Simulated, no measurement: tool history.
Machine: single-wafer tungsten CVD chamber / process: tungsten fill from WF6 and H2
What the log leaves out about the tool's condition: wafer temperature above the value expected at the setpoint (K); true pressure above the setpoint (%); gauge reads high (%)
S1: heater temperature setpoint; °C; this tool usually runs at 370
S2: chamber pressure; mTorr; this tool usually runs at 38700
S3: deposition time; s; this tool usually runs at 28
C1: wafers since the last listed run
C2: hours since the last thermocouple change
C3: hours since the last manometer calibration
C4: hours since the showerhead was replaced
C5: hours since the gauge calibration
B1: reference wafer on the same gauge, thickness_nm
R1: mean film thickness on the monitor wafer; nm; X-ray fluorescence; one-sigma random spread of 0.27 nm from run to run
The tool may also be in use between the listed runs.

| run | day | S1 | S2 | S3 | C1 | C2 | C3 | C4 | C5 | B1 | R1 |
|---|---|---|---|---|---|---|---|---|---|---|---|
| 1 | 0 | 370 | 38700 | 28 | 0 | 214.8 | 551 | 6914.6 | 427.6 | 61.405 | 57.716 |
| 2 | 1.533 | 370 | 38700 | 28 | 969 | 251.6 | 587.8 | 6951.4 | 464.4 | 61.312 | 58.058 |
| 3 | 10.138 | 370 | 38700 | 28 | 5437 | 458.1 | 794.3 | 7157.9 | 670.9 | 61.235 | 57.767 |
| 4 | 12.775 | 361 | 38700 | 24.7 | 1666 | 521.4 | 857.6 | 7221.2 | 734.2 | 61.172 | 41.197 |
| 5 | 14.358 | 370 | 38700 | 28 | 1000 | 559.4 | 895.6 | 7259.2 | 772.2 | 61.107 | 57.738 |
| 6 | 21.533 | 370 | 38700 | 28 | 4534 | 731.6 | 1067.8 | 7431.4 | 944.4 | 61.111 | 57.323 |
| 7 | 25.5 | 370 | 38700 | 28 | 2506 | 826.8 | 1163 | 7526.6 | 1039.6 | 61.021 | 57.333 |
|  | 28.158 | showerhead replaced |
| 8 | 28.179 | 370 | 38700 | 28 | 1482 | 891.1 | 1227.3 | 0.5 | 1103.9 | 61.014 | 57.595 |
| 9 | 29.7 | 370 | 38700 | 28 | 961 | 927.6 | 1263.8 | 37 | 1140.4 | 61.081 | 57.512 |
|  | 29.883 | gauge calibrated |
| 10 | 30.971 | 370 | 38700 | 28 | 803 | 958.1 | 1294.3 | 67.5 | 26.1 | 62.585 | 58.933 |
| 11 | 32.004 | 370 | 38700 | 28 | 653 | 982.9 | 1319.1 | 92.3 | 50.9 | 62.486 | 59.144 |
|  | 33.279 | thermocouple changed; heater temperature recalibrated |
| 12 | 33.925 | 378 | 38700 | 28 | 1003 | 15.5 | 1365.2 | 138.4 | 97 | 62.366 | 69.979 |
| 13 | 35.642 | 378 | 38700 | 28 | 1084 | 56.7 | 1406.4 | 179.6 | 138.2 | 62.101 | 70.949 |
| 14 | 37.496 | 370 | 38700 | 23.9 | 1171 | 101.2 | 1450.9 | 224.1 | 182.7 | 61.953 | 50.124 |
| 15 | 39.688 | 370 | 38700 | 28 | 1385 | 153.8 | 1503.5 | 276.7 | 235.3 | 61.887 | 58.369 |
| 16 | 41.475 | 370 | 38700 | 28 | 1129 | 196.7 | 1546.4 | 319.6 | 278.2 | 61.774 | 57.857 |
| 17 | 42.817 | 370 | 38700 | 28 | 847 | 228.9 | 1578.6 | 351.8 | 310.4 | 61.828 | 57.885 |
| 18 | 43.975 | 370 | 38700 | 28 | 732 | 256.7 | 1606.4 | 379.6 | 338.2 | 61.686 | 58.374 |
| 19 | 46.679 | 370 | 38700 | 28 | 1709 | 321.6 | 1671.3 | 444.5 | 403.1 | 61.646 | 57.84 |
| 20 | 48.721 | 356 | 38700 | 25.5 | 1290 | 370.6 | 1720.3 | 493.5 | 452.1 | 61.499 | 37.942 |
|  | 50.242 | capacitance manometer re-zeroed and calibrated |
| 21 | 50.262 | 370 | 38700 | 28 | 763 | 407.6 | 0.5 | 530.5 | 489.1 | 61.397 | 58.032 |
| 22 | 51.454 | 370 | 43100 | 28 | 753 | 436.2 | 29.1 | 559.1 | 517.7 | 61.508 | 61.051 |
| 23 | 53.425 | 370 | 38700 | 28 | 1245 | 483.5 | 76.4 | 606.4 | 565 | 61.393 | 57.885 |
| 24 | 55.492 | 370 | 47300 | 28 | 1306 | 533.1 | 126 | 656 | 614.6 | 61.301 | 63.326 |
| 25 | 56.929 | 370 | 38700 | 28 | 908 | 567.6 | 160.5 | 690.5 | 649.1 | 61.375 | 57.62 |
| 26 | 59.025 | 378 | 45900 | 24.8 | 1324 | 617.9 | 210.8 | 740.8 | 699.4 | 61.231 | 66.066 |
| 27 | 62.008 | 382 | 46400 | 32.2 | 1885 | 689.5 | 282.4 | 812.4 | 771 | 61.255 | 95.579 |
| 28 | 64.954 | 370 | 47200 | 29.8 | 1861 | 760.2 | 353.1 | 883.1 | 841.7 | 61.314 | 67.242 |
| 29 | 67.608 | 370 | 38700 | 28 | 1677 | 823.9 | 416.8 | 946.8 | 905.4 | 61.201 | 57.864 |
| 30 | 68.938 | 370 | 38700 | 24.7 | 840 | 855.8 | 448.7 | 978.7 | 937.3 | 61.223 | 50.591 |
| 31 | 70.446 | 363 | 33400 | 28 | 953 | 892 | 484.9 | 1014.9 | 973.5 | 61.156 | 45.145 |
|  | 71.442 | thermocouple changed; heater temperature recalibrated |
| 32 | 78.3 | 370 | 38700 | 28 | 4753 | 164.6 | 673.4 | 1203.4 | 1162 | 61.073 | 57.39 |
|  | 79.371 | gauge calibrated |
| 33 | 79.829 | 384 | 30700 | 26.6 | 966 | 201.3 | 710.1 | 1240.1 | 11 | 62.213 | 68.481 |
| 34 | 81.662 | 361 | 31500 | 32.4 | 1158 | 245.3 | 754.1 | 1284.1 | 55 | 62.146 | 49.452 |
| 35 | 83.692 | 363 | 33200 | 28 | 1282 | 294 | 802.8 | 1332.8 | 103.7 | 61.937 | 46.051 |

Run by run, hidden condition taken away, random variation retained:
| run | R1 |
|---|---|
| 1 | 58.901 |
| 2 | 59.296 |
| 3 | 59.182 |
| 4 | 42.234 |
| 5 | 59.21 |
| 6 | 58.85 |
| 7 | 58.885 |
| 8 | 59.168 |
| 9 | 59.088 |
| 10 | 59.052 |
| 11 | 59.362 |
| 12 | 70.434 |
| 13 | 71.569 |
| 14 | 50.669 |
| 15 | 59.132 |
| 16 | 58.705 |
| 17 | 58.794 |
| 18 | 59.34 |
| 19 | 58.898 |
| 20 | 38.677 |
| 21 | 59.2 |
| 22 | 62.311 |
| 23 | 59.125 |
| 24 | 64.728 |
| 25 | 58.92 |
| 26 | 67.594 |
| 27 | 97.853 |
| 28 | 68.879 |
| 29 | 59.295 |
| 30 | 51.851 |
| 31 | 46.278 |
| 32 | 58.87 |
| 33 | 68.906 |
| 34 | 49.909 |
| 35 | 46.613 |

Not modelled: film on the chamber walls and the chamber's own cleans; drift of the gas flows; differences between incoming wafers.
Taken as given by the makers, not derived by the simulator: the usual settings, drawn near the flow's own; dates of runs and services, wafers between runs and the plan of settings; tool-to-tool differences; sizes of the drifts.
